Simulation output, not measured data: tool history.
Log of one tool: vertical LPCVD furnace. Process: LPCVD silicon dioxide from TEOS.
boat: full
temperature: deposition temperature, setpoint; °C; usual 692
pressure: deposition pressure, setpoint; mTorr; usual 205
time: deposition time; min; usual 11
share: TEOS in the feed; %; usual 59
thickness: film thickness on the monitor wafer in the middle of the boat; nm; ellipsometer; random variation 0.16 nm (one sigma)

run,day,temperature,pressure,time,share,wafers since the last listed run,hours since the last temperature calibration,hours since the pressure gauge was zeroed,hours since the TEOS flow controller was replaced,hours since the gauge calibration,"read-back reference wafer on the same gauge, thickness",thickness
1,0,698,205,11,59,0,1740.2,2121,4511.2,263.9,50.62,64.52
2,0.479,692,205,13.5,59,95,1751.7,2132.5,4522.7,275.4,50.6,68.77
3,1.154,692,205,11,59,135,1767.9,2148.7,4538.9,291.6,50.57,56.45
4,1.8,692,205,11,59,129,1783.4,2164.2,4554.4,307.1,50.61,56.39
5,2.454,692,205,11,59,130,1799.1,2179.9,4570.1,322.8,50.56,56.55
6,3.138,692,205,11,59,136,1815.5,2196.3,4586.5,339.2,50.59,56.48
7,3.533,692,225,11,59,79,1825,2205.8,4596,348.7,50.61,59.59
8,4.071,692,205,11,59,107,1837.9,2218.7,4608.9,361.6,50.64,56.68
9,4.521,692,240,11,59,90,1848.7,2229.5,4619.7,372.4,50.58,61.35
10,4.829,692,240,11,59,61,1856.1,2236.9,4627.1,379.8,50.61,60.86
# day 6.233: TEOS flow controller replaced
11,6.254,685,205,11,59,85,1890.3,2271.1,0.5,414,50.62,48.15
12,6.454,702,155,11,70,40,1895.1,2275.9,5.3,418.8,50.62,67.54
13,7.046,692,255,11,59,118,1909.3,2290.1,19.5,433,50.6,63.51
14,7.875,692,205,11,59,165,1929.2,2310,39.4,452.9,50.6,56.36
15,8.679,692,205,11,59,160,1948.5,2329.3,58.7,472.2,50.61,57.06
16,8.962,700,205,15,59,56,1955.3,2336.1,65.5,479,50.62,93.38
# day 10.346: pressure gauge zeroed
17,10.367,703,205,14,70,80,1989,0.5,99.2,512.7,50.6,101.86

Run 18 comes next. What will it give?
18,10.571,692,205,8.5,66,40,1993.9,5.4,104.1,517.6,?,?

Run 18 gave read-back reference wafer on the same gauge, thickness 50.63, thickness 46.69 nm.
Without the tool's hidden state the same run would have given thickness 44.2 nm.

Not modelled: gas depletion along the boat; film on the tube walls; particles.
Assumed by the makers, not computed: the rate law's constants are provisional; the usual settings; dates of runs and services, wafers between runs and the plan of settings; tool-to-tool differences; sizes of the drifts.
